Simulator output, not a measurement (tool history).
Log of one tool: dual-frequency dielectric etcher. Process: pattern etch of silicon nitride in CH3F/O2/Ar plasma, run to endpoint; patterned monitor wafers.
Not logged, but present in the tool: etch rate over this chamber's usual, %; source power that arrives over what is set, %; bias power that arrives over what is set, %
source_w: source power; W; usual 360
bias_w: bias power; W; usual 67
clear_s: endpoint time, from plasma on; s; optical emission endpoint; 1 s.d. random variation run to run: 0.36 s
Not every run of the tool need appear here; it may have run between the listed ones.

| run | hour | source_w | bias_w | wafers since the last listed run | hours since the last wet clean | hours since the last source power generator calibration | hours since the last bias power generator calibration | hours since the last upper electrode change | incoming incoming film thickness, nm | clear_s |
|---|---|---|---|---|---|---|---|---|---|---|
| 1 | 0 | 360 | 67 | 0 | 120.6 | 2935.8 | 1610 | 5131.8 | 47.69 | 70.2 |
| 2 | 16.5 | 360 | 67 | 157 | 137.1 | 2952.3 | 1626.5 | 5148.3 | 46.96 | 69.3 |
| 3 | 27 | 360 | 67 | 100 | 147.6 | 2962.8 | 1637 | 5158.8 | 46.86 | 68.9 |
| 4 | 43.3 | 360 | 67 | 155 | 163.9 | 2979.1 | 1653.3 | 5175.1 | 47.15 | 69.8 |
| 5 | 51.4 | 360 | 67 | 77 | 172 | 2987.2 | 1661.4 | 5183.2 | 47.07 | 69.6 |
| 6 | 67 | 360 | 64 | 148 | 187.6 | 3002.8 | 1677 | 5198.8 | 47 | 70.2 |
|  | 79.1 | source power generator calibrated |
| 7 | 84.3 | 360 | 64 | 126 | 204.9 | 5.2 | 1694.3 | 5216.1 | 47.13 | 70.6 |
| 8 | 97.3 | 360 | 64 | 123 | 217.9 | 18.2 | 1707.3 | 5229.1 | 47.37 | 70.6 |
| 9 | 103.4 | 360 | 67 | 58 | 224 | 24.3 | 1713.4 | 5235.2 | 46.83 | 68.3 |
| 10 | 112.2 | 360 | 67 | 83 | 232.8 | 33.1 | 1722.2 | 5244 | 46.85 | 69.6 |
| 11 | 126.6 | 400 | 67 | 137 | 247.2 | 47.5 | 1736.6 | 5258.4 | 47.03 | 66.1 |
| 12 | 161.3 | 400 | 67 | 330 | 281.9 | 82.2 | 1771.3 | 5293.1 | 46.96 | 65.9 |
| 13 | 174.9 | 400 | 67 | 129 | 295.5 | 95.8 | 1784.9 | 5306.7 | 47.02 | 65.8 |
| 14 | 185.5 | 290 | 74 | 100 | 306.1 | 106.4 | 1795.5 | 5317.3 | 47.06 | 74.8 |
| 15 | 224.5 | 360 | 67 | 371 | 345.1 | 145.4 | 1834.5 | 5356.3 | 46.57 | 68.6 |
| 16 | 231.6 | 270 | 72 | 67 | 352.2 | 152.5 | 1841.6 | 5363.4 | 46.99 | 78.1 |
| 17 | 239.8 | 300 | 74 | 78 | 360.4 | 160.7 | 1849.8 | 5371.6 | 46.86 | 72.7 |
|  | 270.7 | upper electrode replaced |
| 18 | 271.2 | 360 | 67 | 70 | 391.8 | 192.1 | 1881.2 | 0.5 | 46.72 | 69.1 |
| 19 | 271.6 | 290 | 75 | 3 | 392.2 | 192.5 | 1881.6 | 0.9 | 46.66 | 73.6 |
| 20 | 288.6 | 300 | 54 | 161 | 409.2 | 209.5 | 1898.6 | 17.9 | 47.3 | 82.4 |
| 21 | 303 | 380 | 61 | 137 | 423.6 | 223.9 | 1913 | 32.3 | 47.03 | 69.9 |
| 22 | 314.7 | 270 | 67 | 111 | 435.3 | 235.6 | 1924.7 | 44 | 47.13 | 80.7 |
| 23 | 324.4 | 330 | 79 | 92 | 445 | 245.3 | 1934.4 | 53.7 | 47.73 | 69.5 |
|  | 347.4 | bias power generator calibrated |
|  | 348.7 | wet clean of the chamber |
| 24 | 349.2 | 360 | 67 | 185 | 0.5 | 270.1 | 1.8 | 78.5 | 46.82 | 68.7 |
| 25 | 351.9 | 320 | 77 | 25 | 3.2 | 272.8 | 4.5 | 81.2 | 46.99 | 69.9 |
| 26 | 360.8 | 360 | 67 | 84 | 12.1 | 281.7 | 13.4 | 90.1 | 47.02 | 69.2 |
| 27 | 374.7 | 290 | 67 | 132 | 26 | 295.6 | 27.3 | 104 | 47.69 | 78.8 |
| 28 | 392.4 | 280 | 67 | 168 | 43.7 | 313.3 | 45 | 121.7 | 47.21 | 78.5 |
| 29 | 410.3 | 280 | 84 | 170 | 61.6 | 331.2 | 62.9 | 139.6 | 47.14 | 73.2 |
| 30 | 418.4 | 390 | 67 | 77 | 69.7 | 339.3 | 71 | 147.7 | 47 | 66.6 |
| 31 | 434.7 | 400 | 67 | 155 | 86 | 355.6 | 87.3 | 164 | 47.35 | 65.9 |
| 32 | 443 | 290 | 77 | 79 | 94.3 | 363.9 | 95.6 | 172.3 | 47.08 | 74.7 |
| 33 | 457 | 310 | 60 | 133 | 108.3 | 377.9 | 109.6 | 186.3 | 47.38 | 77.9 |
| 34 | 465.3 | 380 | 59 | 79 | 116.6 | 386.2 | 117.9 | 194.6 | 46.95 | 70.2 |
| 35 | 477.4 | 360 | 73 | 115 | 128.7 | 398.3 | 130 | 206.7 | 47.12 | 67.3 |
| 36 | 490.7 | 380 | 67 | 126 | 142 | 411.6 | 143.3 | 220 | 46.84 | 67.3 |

Give the tool's hidden conditions for every run:
etch rate over this chamber's usual, %: 0, the same for each run
source power that arrives over what is set, %: 0, the same for each run
bias power that arrives over what is set, %: 0, the same for each run
